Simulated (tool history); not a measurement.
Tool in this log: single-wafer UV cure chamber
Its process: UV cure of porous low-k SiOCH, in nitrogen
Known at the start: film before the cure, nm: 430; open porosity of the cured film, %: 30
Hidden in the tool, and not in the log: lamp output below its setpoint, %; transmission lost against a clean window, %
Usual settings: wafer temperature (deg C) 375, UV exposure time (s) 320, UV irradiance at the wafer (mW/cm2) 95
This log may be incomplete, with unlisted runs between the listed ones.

run   hour  wafer temperature (deg C)  UV exposure time (s)  UV irradiance at the wafer (mW/cm2)  wafers since the last listed run  hours since the UV bulbs were replaced  wafers since the quartz window was cleaned  loss of film thickness in the cure (%)
  1      0                        385                   210                                   95                                 0                                  2409.2                                         733                                  10.731
  2    8.2                        385                   210                                   95                                37                                  2417.4                                         771                                  10.506
  3   17.9                        375                   410                                   95                                44                                  2427.1                                         816                                  13.315
  4   24.2                        375                   320                                   95                                29                                  2433.4                                         845                                  12.483
  5   30.7                        375                   320                                   95                                30                                  2439.9                                         875                                  12.219
  6   45.5                        375                   320                                   95                                68                                  2454.7                                         944                                  12.209
  7   57.3                        375                   320                                   95                                54                                  2466.5                                         998                                    12.3
  8   72.9                        375                   320                                   95                                72                                  2482.1                                        1071                                  11.965
  9   85.7                        375                   200                                   95                                59                                  2494.9                                        1130                                  10.034
     108.8  -- UV bulbs replaced
 10  109.3                        375                   200                                   95                                72                                     0.5                                        1202                                  10.061
 11  118.3                        375                   320                                   95                                41                                     9.5                                        1244                                  12.439
 12  136.3                        375                   320                                   95                                83                                    27.5                                        1327                                  11.985
 13    151                        375                   320                                   95                                68                                    42.2                                        1395                                  12.152
 14  158.2                        375                   320                                   67                                33                                    49.4                                        1429                                  10.568
 15  169.1                        375                   320                                   67                                50                                    60.3                                        1479                                  10.546
 16  179.7                        375                   320                                   95                                49                                    70.9                                        1528                                  12.205
 17  186.7                        367                   270                                   64                                32                                    77.9                                        1561                                   9.242
 18  193.3                        392                   445                                   95                                30                                    84.5                                        1591                                  14.197
 19  206.1                        394                   320                                   95                                59                                    97.3                                        1651                                   12.47
 20  219.8                        375                   430                                   79                                63                                     111                                        1714                                  12.712
 21  231.5                        356                   420                                   62                                54                                   122.7                                        1768                                  10.846
 22  242.8                        375                   320                                   95                                52                                     134                                        1821                                  11.819
 23  251.7                        384                   465                                  124                                41                                   142.9                                        1862                                  15.046
     267.2  -- quartz window cleaned
 24  267.7                        375                   320                                   95                                37                                   158.9                                           2                                  13.149
 25  303.8                        366                   510                                  107                               167                                     195                                         169                                  15.476
 26  313.8                        386                   210                                   62                                46                                     205                                         215                                   9.042
 27  324.9                        375                   320                                   95                                51                                   216.1                                         267                                  12.955
 28  335.2                        386                   210                                   62                                47                                   226.4                                         315                                   9.022
 29  346.8                        383                   320                                   75                                53                                     238                                         368                                  11.726
 30  358.1                        375                   320                                   95                                52                                   249.3                                         421                                  12.738

Each row is a separate what-if for the run after 30, all from the same tool condition, not one after another. Results?
  A  358.6                        382                   320                                   95                                 2                                   249.8                                         423                                       ?
  B  358.6                        375                   375                                   67                                 2                                   249.8                                         423                                       ?
  C  358.6                        357                   250                                   95                                 2                                   249.8                                         423                                       ?
  D  358.6                        382                   320                                  118                                 2                                   249.8                                         423                                       ?
  E  358.6                        375                   320                                  130                                 2                                   249.8                                         423                                       ?

run  loss of film thickness in the cure (%)
  A                                  13.163
  B                                  12.107
  C                                  11.476
  D                                  14.226
  E                                  14.565
With the hidden condition removed and each run's random variation left untouched, the same runs would have given:
run  loss of film thickness in the cure (%)
  A                                   13.75
  B                                  12.683
  C                                  12.046
  D                                  14.823
  E                                  15.164
